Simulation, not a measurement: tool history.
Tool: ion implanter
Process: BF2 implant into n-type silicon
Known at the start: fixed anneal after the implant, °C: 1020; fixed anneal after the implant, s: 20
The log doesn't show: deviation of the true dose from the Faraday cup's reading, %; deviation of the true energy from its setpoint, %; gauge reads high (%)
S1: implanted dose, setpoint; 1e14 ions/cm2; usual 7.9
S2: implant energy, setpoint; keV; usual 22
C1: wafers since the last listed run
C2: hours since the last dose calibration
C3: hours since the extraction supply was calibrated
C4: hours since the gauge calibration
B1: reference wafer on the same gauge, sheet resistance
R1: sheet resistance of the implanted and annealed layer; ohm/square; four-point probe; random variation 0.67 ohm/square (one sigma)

{"run": 1, "hour": 0.0, "S1": 7.9, "S2": 22, "C1": 0, "C2": 848.2, "C3": 4621.7, "C4": 1535.8, "B1": 197.37, "R1": 200.61}
{"run": 2, "hour": 72.4, "S1": 7.9, "S2": 22, "C1": 805, "C2": 920.6, "C3": 4694.1, "C4": 1608.2, "B1": 197.63, "R1": 201.67}
{"run": 3, "hour": 179.5, "S1": 7.9, "S2": 22, "C1": 1191, "C2": 1027.7, "C3": 4801.2, "C4": 1715.3, "B1": 197.88, "R1": 200.79}
{"run": 4, "hour": 287.0, "S1": 7.9, "S2": 22, "C1": 1195, "C2": 1135.2, "C3": 4908.7, "C4": 1822.8, "B1": 198.38, "R1": 201.87}
{"run": 5, "hour": 365.4, "S1": 7.9, "S2": 22, "C1": 872, "C2": 1213.6, "C3": 4987.1, "C4": 1901.2, "B1": 198.36, "R1": 201.72}
{"run": 6, "hour": 453.2, "S1": 7.9, "S2": 22, "C1": 976, "C2": 1301.4, "C3": 5074.9, "C4": 1989, "B1": 198.56, "R1": 202.49}
{"hour": 554.5, "done": "Faraday cup replaced and dose calibrated"}
{"run": 7, "hour": 557.6, "S1": 7.9, "S2": 22, "C1": 1072, "C2": 3.1, "C3": 5179.3, "C4": 2093.4, "B1": 198.85, "R1": 202.69}
{"run": 8, "hour": 629.7, "S1": 7.9, "S2": 22, "C1": 801, "C2": 75.2, "C3": 5251.4, "C4": 2165.5, "B1": 199.01, "R1": 204.04}
{"run": 9, "hour": 720.2, "S1": 7.9, "S2": 22, "C1": 1006, "C2": 165.7, "C3": 5341.9, "C4": 2256, "B1": 199.17, "R1": 202.57}
{"run": 10, "hour": 810.5, "S1": 7.9, "S2": 22, "C1": 1004, "C2": 256, "C3": 5432.2, "C4": 2346.3, "B1": 199.55, "R1": 203.21}
{"run": 11, "hour": 851.0, "S1": 7.9, "S2": 22, "C1": 450, "C2": 296.5, "C3": 5472.7, "C4": 2386.8, "B1": 199.6, "R1": 202.99}
{"run": 12, "hour": 947.5, "S1": 7.9, "S2": 22, "C1": 1073, "C2": 393, "C3": 5569.2, "C4": 2483.3, "B1": 200.02, "R1": 205.26}
{"run": 13, "hour": 1019.4, "S1": 7.9, "S2": 19, "C1": 799, "C2": 464.9, "C3": 5641.1, "C4": 2555.2, "B1": 200.15, "R1": 211.96}
{"run": 14, "hour": 1066.1, "S1": 7.9, "S2": 22, "C1": 519, "C2": 511.6, "C3": 5687.8, "C4": 2601.9, "B1": 200.23, "R1": 204.47}
{"run": 15, "hour": 1113.2, "S1": 6.57, "S2": 19, "C1": 523, "C2": 558.7, "C3": 5734.9, "C4": 2649, "B1": 200.29, "R1": 237.97}
{"run": 16, "hour": 1173.8, "S1": 6.57, "S2": 19, "C1": 674, "C2": 619.3, "C3": 5795.5, "C4": 2709.6, "B1": 200.31, "R1": 237.22}
{"run": 17, "hour": 1279.6, "S1": 7.9, "S2": 22, "C1": 1176, "C2": 725.1, "C3": 5901.3, "C4": 2815.4, "B1": 200.56, "R1": 205.03}
{"run": 18, "hour": 1376.0, "S1": 7.9, "S2": 22, "C1": 1072, "C2": 821.5, "C3": 5997.7, "C4": 2911.8, "B1": 200.85, "R1": 205.36}
{"run": 19, "hour": 1477.7, "S1": 7.9, "S2": 22, "C1": 1131, "C2": 923.2, "C3": 6099.4, "C4": 3013.5, "B1": 201.11, "R1": 204.42}
{"run": 20, "hour": 1641.6, "S1": 7.9, "S2": 22, "C1": 1823, "C2": 1087.1, "C3": 6263.3, "C4": 3177.4, "B1": 201.53, "R1": 206.01}
{"run": 21, "hour": 1716.6, "S1": 6.09, "S2": 19, "C1": 834, "C2": 1162.1, "C3": 6338.3, "C4": 3252.4, "B1": 201.58, "R1": 250.41}
{"run": 22, "hour": 1787.9, "S1": 9.65, "S2": 22, "C1": 793, "C2": 1233.4, "C3": 6409.6, "C4": 3323.7, "B1": 201.98, "R1": 185.19}
{"run": 23, "hour": 1849.6, "S1": 9.6, "S2": 28.5, "C1": 686, "C2": 1295.1, "C3": 6471.3, "C4": 3385.4, "B1": 201.97, "R1": 171.13}
{"run": 24, "hour": 1918.5, "S1": 6.91, "S2": 22, "C1": 766, "C2": 1364, "C3": 6540.2, "C4": 3454.3, "B1": 202.27, "R1": 223.91}
{"run": 25, "hour": 2013.0, "S1": 7.9, "S2": 22, "C1": 1051, "C2": 1458.5, "C3": 6634.7, "C4": 3548.8, "B1": 202.47, "R1": 205.7}
{"hour": 2032.9, "done": "gauge calibrated"}
{"run": 26, "hour": 2097.3, "S1": 9.55, "S2": 29, "C1": 937, "C2": 1542.8, "C3": 6719, "C4": 64.4, "B1": 195.03, "R1": 163.9}
{"hour": 2244.9, "done": "extraction supply calibrated"}
{"run": 27, "hour": 2249.4, "S1": 7.9, "S2": 22, "C1": 1602, "C2": 1694.9, "C3": 4.5, "C4": 216.5, "B1": 195.4, "R1": 198.95}
{"hour": 2263.2, "done": "Faraday cup replaced and dose calibrated"}
{"run": 28, "hour": 2355.0, "S1": 10.07, "S2": 15, "C1": 1085, "C2": 91.8, "C3": 110.1, "C4": 322.1, "B1": 195.67, "R1": 199.79}
{"run": 29, "hour": 2461.3, "S1": 9.79, "S2": 26, "C1": 1182, "C2": 198.1, "C3": 216.4, "C4": 428.4, "B1": 195.78, "R1": 168.94}
{"run": 30, "hour": 2511.7, "S1": 7.9, "S2": 22, "C1": 560, "C2": 248.5, "C3": 266.8, "C4": 478.8, "B1": 195.96, "R1": 200.29}
{"run": 31, "hour": 2550.5, "S1": 5.54, "S2": 18, "C1": 431, "C2": 287.3, "C3": 305.6, "C4": 517.6, "B1": 196.02, "R1": 262.04}
{"run": 32, "hour": 2645.8, "S1": 8.54, "S2": 17, "C1": 1060, "C2": 382.6, "C3": 400.9, "C4": 612.9, "B1": 196.27, "R1": 207.29}
{"run": 33, "hour": 2949.5, "S1": 9.78, "S2": 29.5, "C1": 3378, "C2": 686.3, "C3": 704.6, "C4": 916.6, "B1": 197.04, "R1": 163.3}
{"run": 34, "hour": 3262.8, "S1": 7.9, "S2": 26, "C1": 3484, "C2": 999.6, "C3": 1017.9, "C4": 1229.9, "B1": 197.68, "R1": 192.18}

Forecast run 35:
{"run": 35, "hour": 3323.8, "S1": 7.9, "S2": 22, "C1": 678, "C2": 1060.6, "C3": 1078.9, "C4": 1290.9, "B1": "?", "R1": "?"}

{"run 35": {"B1": 197.97, "R1": 201.45}}
Without the tool's hidden state the same run would have given R1 197.49 ohm/square.

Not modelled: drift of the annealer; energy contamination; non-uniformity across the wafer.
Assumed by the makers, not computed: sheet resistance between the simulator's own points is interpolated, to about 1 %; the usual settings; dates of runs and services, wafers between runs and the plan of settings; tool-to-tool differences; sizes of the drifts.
